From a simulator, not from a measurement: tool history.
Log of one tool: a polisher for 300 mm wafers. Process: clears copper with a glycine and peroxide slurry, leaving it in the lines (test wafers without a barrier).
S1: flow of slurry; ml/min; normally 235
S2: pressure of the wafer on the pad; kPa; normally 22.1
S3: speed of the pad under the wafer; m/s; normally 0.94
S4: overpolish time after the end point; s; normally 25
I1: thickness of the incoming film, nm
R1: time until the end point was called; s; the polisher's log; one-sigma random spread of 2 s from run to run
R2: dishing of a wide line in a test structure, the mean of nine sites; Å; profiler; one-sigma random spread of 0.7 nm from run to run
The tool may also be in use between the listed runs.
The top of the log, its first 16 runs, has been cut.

run   hour   S1    S2    S3  S4     I1     R1   R2
     217.7  -- worn pad replaced by a new one
 17  218.2  185  22.1  0.94  19  508.9    116  558
 18  231.1  235  25.5  1.14  17  507.4     87  615
 19  247.2  175  24.1  0.64  20  501.1  145.6  462
 20  256.8  235  22.1  0.94  25  500.5  117.8  671
 21  268.9  310  22.1  0.94  13  500.5  111.6  404
 22  293.5  300  22.1  0.94  25  504.2    115  665
 23    307  235  22.1  0.94  25  494.7    118  660
     316.1  -- worn pad replaced by a new one
 24  316.6  195  14.5  0.94  35  499.1  138.3  714
 25  322.8  265  18.6  0.94  25  496.3  116.8  640
     333.3  -- slurry nozzle cleaned
 26  337.7  235  22.1  0.94  20  502.8  113.3  568
 27  352.3  160  22.1  0.94  25  491.7  124.4  637
 28  366.2  235  22.1  0.62  38  496.9  153.8  711
 29  382.3  195  14.5  0.94  35  502.4  156.6  664
 30  395.4  305  24.8   1.2  15  507.9   88.7  566
 31  402.2  235  17.2  1.22  25  501.7    112  656
     411.4  -- worn pad replaced by a new one
 32  418.6  210  24.8  0.84  14  495.4  108.7  433
 33  428.9  235  22.1  0.94  25  505.1  110.7  669
 34  446.4  160  22.1  0.94  25  495.8  117.8  639
 35  462.3  235  22.1  0.62  38  505.9  154.9  720

Each row is a separate what-if for the run after 35, all from the same tool condition, not one after another. Results?
  A  462.8  235  22.1  0.94  16  495.7   ?   ?
  B  462.8  310  22.1  1.06  13  495.7   ?   ?
  C  462.8  235  26.2  0.94  25  495.7   ?   ?

run     R1   R2
  A  110.4  468
  B   97.4  436
  C   98.6  723
Take away the tool's hidden state, keep each run's random variation, and the runs would have read:
run     R1   R2
  A  101.8  500
  B   89.9  466
  C     91  764

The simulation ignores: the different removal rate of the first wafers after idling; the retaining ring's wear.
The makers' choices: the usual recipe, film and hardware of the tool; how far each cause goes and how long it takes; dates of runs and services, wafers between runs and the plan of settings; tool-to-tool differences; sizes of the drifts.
